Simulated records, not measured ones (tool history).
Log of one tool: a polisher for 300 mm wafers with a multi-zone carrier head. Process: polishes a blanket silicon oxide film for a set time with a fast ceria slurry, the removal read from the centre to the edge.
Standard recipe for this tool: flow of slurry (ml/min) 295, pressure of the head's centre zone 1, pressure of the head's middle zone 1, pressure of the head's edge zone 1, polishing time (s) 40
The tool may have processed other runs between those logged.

run,day,flow of slurry (ml/min),pressure of the head's centre zone,pressure of the head's middle zone,pressure of the head's edge zone,polishing time (s),"incoming thickness of the incoming film, nm",film removed at the wafer's centre (Å),film removed at mid-radius (Å),film removed at the wafer's edge (Å)
1,0,295,1,1,1,40,2032.9,5059,4938,4967
2,0.896,295,1,1,1,40,2059.1,5108,4795,4941
# day 1.325: worn pad replaced by a new one
3,2.304,295,1,1,1,40,2048.1,5007,4863,5000
4,3.217,295,1,1,1,30,2007.7,3776,3632,3729
5,4.562,295,1,1,1,40,2044.4,5037,4760,4980
6,6.004,295,1,1,1,40,2064.2,4988,4728,4918
# day 6.358: worn pad replaced by a new one
7,7.388,295,1,1,1,40,2001,4946,4910,4844
# day 7.9: centre zone pressure recalibrated
8,8.483,295,1,1,1,40,2026,4676,4683,4914
9,9.008,295,1,1,1,40,2021.4,4672,4751,4932
# day 9.658: slurry nozzle cleaned
10,9.75,295,1,1,1,48,2054.8,5950,6001,6126
11,10.621,295,0.96,1,1,40,2013.2,4759,5065,5100
12,11.867,295,0.96,1,1,40,2028.5,4745,4926,5077
# day 12.1: worn pad replaced by a new one
13,13.004,245,1,1,0.88,40,2006,4812,4910,4656
# day 15.746: carrier head's membrane replaced by a new one
14,15.767,295,1,1,1,40,1990.7,4966,4967,5071
# day 16.496: worn pad replaced by a new one
15,16.517,295,1,1,1,40,2012.1,4995,4890,5048
# day 17.204: edge zone pressure recalibrated
16,17.742,215,1,1,1,40,2025.5,4778,4728,4903
17,18.5,295,1,0.95,1,49,2035.9,6178,5675,6183
18,19.967,295,1,1,1,40,2008.2,5027,4809,5069
# day 21.05: worn pad replaced by a new one
19,21.217,295,1,1,1.03,40,1983.3,4998,4775,5064
20,21.821,395,0.94,1,0.95,40,2017.8,4949,5071,5018

Had the tool no unlogged condition, and each run kept its random variation, what would the results have been?
Hidden state at play: removal rate lost through wear of the pad, %; slurry flow missing at the pad, %; deviation of the centre zone's pressure from its setpoint, %; deviation of the edge zone's pressure from its setpoint, %.
run,film removed at the wafer's centre (Å),film removed at mid-radius (Å),film removed at the wafer's edge (Å)
1,4920,5021,5029
2,4978,4886,5011
3,4899,4975,5085
4,3706,3727,3802
5,4969,4908,5095
6,4953,4905,5054
7,4947,5128,5004
8,4943,4921,5100
9,4947,5009,5131
10,5965,6041,6156
11,4758,5098,5125
12,4727,4960,5103
13,4789,4954,4687
14,4911,5013,5106
15,4935,4939,5086
16,4741,4803,4960
17,6098,5744,6239
18,4961,4879,5123
19,4936,4855,5128
20,4863,5138,5068

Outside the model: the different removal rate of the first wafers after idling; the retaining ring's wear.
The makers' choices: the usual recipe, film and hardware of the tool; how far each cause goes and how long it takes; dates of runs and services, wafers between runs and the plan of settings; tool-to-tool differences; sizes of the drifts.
